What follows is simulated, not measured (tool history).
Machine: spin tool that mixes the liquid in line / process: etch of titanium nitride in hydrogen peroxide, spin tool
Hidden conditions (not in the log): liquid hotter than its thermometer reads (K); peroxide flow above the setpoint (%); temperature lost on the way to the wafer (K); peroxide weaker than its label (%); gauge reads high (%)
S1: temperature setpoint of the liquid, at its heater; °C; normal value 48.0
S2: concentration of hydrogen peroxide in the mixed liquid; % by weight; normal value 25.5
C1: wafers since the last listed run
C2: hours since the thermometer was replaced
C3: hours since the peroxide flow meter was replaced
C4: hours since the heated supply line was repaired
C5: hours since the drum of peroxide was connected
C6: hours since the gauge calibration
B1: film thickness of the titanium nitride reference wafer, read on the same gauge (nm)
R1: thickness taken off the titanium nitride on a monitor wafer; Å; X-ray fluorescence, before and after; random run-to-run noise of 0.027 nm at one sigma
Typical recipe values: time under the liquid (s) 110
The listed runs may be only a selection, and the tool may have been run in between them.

{"run": 1, "hour": 0.0, "S1": 48.0, "S2": 28.0, "time under the liquid (s)": 140, "C1": 0, "C2": 2064.1, "C3": 1478.5, "C4": 353.7, "C5": 1002.4, "C6": 271.6, "B1": 109.992, "R1": 72.46}
{"run": 2, "hour": 18.6, "S1": 48.0, "S2": 28.0, "time under the liquid (s)": 140, "C1": 238, "C2": 2082.7, "C3": 1497.1, "C4": 372.3, "C5": 1021.0, "C6": 290.2, "B1": 109.976, "R1": 71.65}
{"run": 3, "hour": 33.2, "S1": 40.5, "S2": 25.5, "time under the liquid (s)": 110, "C1": 186, "C2": 2097.3, "C3": 1511.7, "C4": 386.9, "C5": 1035.6, "C6": 304.8, "B1": 109.962, "R1": 31.98}
{"run": 4, "hour": 53.5, "S1": 40.5, "S2": 25.5, "time under the liquid (s)": 110, "C1": 259, "C2": 2117.6, "C3": 1532.0, "C4": 407.2, "C5": 1055.9, "C6": 325.1, "B1": 110.003, "R1": 32.29}
{"hour": 77.7, "done": "gauge calibrated"}
{"run": 5, "hour": 81.3, "S1": 48.0, "S2": 25.5, "time under the liquid (s)": 110, "C1": 355, "C2": 2145.4, "C3": 1559.8, "C4": 435.0, "C5": 1083.7, "C6": 3.6, "B1": 110.028, "R1": 55.51}
{"run": 6, "hour": 115.1, "S1": 48.0, "S2": 25.5, "time under the liquid (s)": 110, "C1": 432, "C2": 2179.2, "C3": 1593.6, "C4": 468.8, "C5": 1117.5, "C6": 37.4, "B1": 109.998, "R1": 55.86}
{"run": 7, "hour": 127.5, "S1": 48.0, "S2": 25.5, "time under the liquid (s)": 110, "C1": 158, "C2": 2191.6, "C3": 1606.0, "C4": 481.2, "C5": 1129.9, "C6": 49.8, "B1": 109.985, "R1": 55.3}
{"run": 8, "hour": 145.2, "S1": 48.0, "S2": 25.5, "time under the liquid (s)": 110, "C1": 226, "C2": 2209.3, "C3": 1623.7, "C4": 498.9, "C5": 1147.6, "C6": 67.5, "B1": 110.02, "R1": 56.38}
{"run": 9, "hour": 173.9, "S1": 48.0, "S2": 25.5, "time under the liquid (s)": 110, "C1": 367, "C2": 2238.0, "C3": 1652.4, "C4": 527.6, "C5": 1176.3, "C6": 96.2, "B1": 110.038, "R1": 55.72}
{"run": 10, "hour": 202.8, "S1": 48.0, "S2": 25.5, "time under the liquid (s)": 110, "C1": 369, "C2": 2266.9, "C3": 1681.3, "C4": 556.5, "C5": 1205.2, "C6": 125.1, "B1": 110.0, "R1": 56.11}
{"run": 11, "hour": 222.2, "S1": 48.0, "S2": 25.5, "time under the liquid (s)": 110, "C1": 248, "C2": 2286.3, "C3": 1700.7, "C4": 575.9, "C5": 1224.6, "C6": 144.5, "B1": 109.975, "R1": 55.72}
{"run": 12, "hour": 244.9, "S1": 48.0, "S2": 25.5, "time under the liquid (s)": 110, "C1": 290, "C2": 2309.0, "C3": 1723.4, "C4": 598.6, "C5": 1247.3, "C6": 167.2, "B1": 110.01, "R1": 56.29}
{"hour": 266.4, "done": "heated supply line repaired"}
{"run": 13, "hour": 272.0, "S1": 41.0, "S2": 20.5, "time under the liquid (s)": 85, "C1": 333, "C2": 2336.1, "C3": 1750.5, "C4": 5.6, "C5": 1274.4, "C6": 194.3, "B1": 109.98, "R1": 24.89}
{"run": 14, "hour": 289.2, "S1": 48.0, "S2": 19.5, "time under the liquid (s)": 110, "C1": 220, "C2": 2353.3, "C3": 1767.7, "C4": 22.8, "C5": 1291.6, "C6": 211.5, "B1": 109.992, "R1": 53.08}
{"run": 15, "hour": 314.6, "S1": 43.0, "S2": 30.0, "time under the liquid (s)": 130, "C1": 325, "C2": 2378.7, "C3": 1793.1, "C4": 48.2, "C5": 1317.0, "C6": 236.9, "B1": 109.967, "R1": 47.77}
{"run": 16, "hour": 336.1, "S1": 48.0, "S2": 25.5, "time under the liquid (s)": 60, "C1": 275, "C2": 2400.2, "C3": 1814.6, "C4": 69.7, "C5": 1338.5, "C6": 258.4, "B1": 109.987, "R1": 31.03}
{"hour": 343.0, "done": "peroxide flow meter replaced"}
{"run": 17, "hour": 364.4, "S1": 43.5, "S2": 30.0, "time under the liquid (s)": 50, "C1": 349, "C2": 2428.5, "C3": 21.4, "C4": 98.0, "C5": 1366.8, "C6": 286.7, "B1": 109.984, "R1": 19.35}
{"run": 18, "hour": 398.5, "S1": 48.0, "S2": 22.5, "time under the liquid (s)": 110, "C1": 436, "C2": 2462.6, "C3": 55.5, "C4": 132.1, "C5": 1400.9, "C6": 320.8, "B1": 110.003, "R1": 55.9}
{"hour": 401.6, "done": "new drum of peroxide connected"}
{"run": 19, "hour": 412.0, "S1": 48.0, "S2": 25.5, "time under the liquid (s)": 110, "C1": 159, "C2": 2476.1, "C3": 69.0, "C4": 145.6, "C5": 10.4, "C6": 334.3, "B1": 109.992, "R1": 57.1}
{"hour": 413.7, "done": "gauge calibrated"}
{"hour": 413.9, "done": "thermometer replaced"}
{"run": 20, "hour": 432.6, "S1": 48.0, "S2": 25.5, "time under the liquid (s)": 110, "C1": 250, "C2": 18.7, "C3": 89.6, "C4": 166.2, "C5": 31.0, "C6": 18.9, "B1": 110.002, "R1": 46.29}
{"run": 21, "hour": 462.4, "S1": 48.0, "S2": 25.5, "time under the liquid (s)": 110, "C1": 381, "C2": 48.5, "C3": 119.4, "C4": 196.0, "C5": 60.8, "C6": 48.7, "B1": 110.009, "R1": 46.41}
{"run": 22, "hour": 483.0, "S1": 48.0, "S2": 25.5, "time under the liquid (s)": 110, "C1": 263, "C2": 69.1, "C3": 140.0, "C4": 216.6, "C5": 81.4, "C6": 69.3, "B1": 110.002, "R1": 46.57}
{"run": 23, "hour": 516.5, "S1": 41.5, "S2": 25.5, "time under the liquid (s)": 75, "C1": 428, "C2": 102.6, "C3": 173.5, "C4": 250.1, "C5": 114.9, "C6": 102.8, "B1": 110.01, "R1": 19.25}
{"run": 24, "hour": 531.5, "S1": 48.0, "S2": 30.0, "time under the liquid (s)": 155, "C1": 191, "C2": 117.6, "C3": 188.5, "C4": 265.1, "C5": 129.9, "C6": 117.8, "B1": 110.011, "R1": 67.58}
{"run": 25, "hour": 560.0, "S1": 48.0, "S2": 25.5, "time under the liquid (s)": 65, "C1": 364, "C2": 146.1, "C3": 217.0, "C4": 293.6, "C5": 158.4, "C6": 146.3, "B1": 109.992, "R1": 27.53}

Each row is a separate what-if for the run after 25, all from the same tool condition, not one after another. Results?
{"run": "A", "hour": 560.4, "S1": 48.0, "S2": 25.5, "time under the liquid (s)": 110, "C1": 5, "C2": 146.5, "C3": 217.4, "C4": 294.0, "C5": 158.8, "C6": 146.7, "B1": "?", "R1": "?"}
{"run": "B", "hour": 560.4, "S1": 56.5, "S2": 30.0, "time under the liquid (s)": 50, "C1": 5, "C2": 146.5, "C3": 217.4, "C4": 294.0, "C5": 158.8, "C6": 146.7, "B1": "?", "R1": "?"}
{"run": "C", "hour": 560.4, "S1": 38.5, "S2": 19.5, "time under the liquid (s)": 75, "C1": 5, "C2": 146.5, "C3": 217.4, "C4": 294.0, "C5": 158.8, "C6": 146.7, "B1": "?", "R1": "?"}
{"run": "D", "hour": 560.4, "S1": 56.5, "S2": 25.5, "time under the liquid (s)": 50, "C1": 5, "C2": 146.5, "C3": 217.4, "C4": 294.0, "C5": 158.8, "C6": 146.7, "B1": "?", "R1": "?"}

run=A B1=110.001 R1=46.39
run=B B1=110.001 R1=40.01
run=C B1=110.001 R1=14.60
run=D B1=110.001 R1=38.60
Had the tool no hidden state, the same runs would have come out as:
run=A R1=45.52
run=B R1=39.29
run=C R1=14.31
run=D R1=37.91
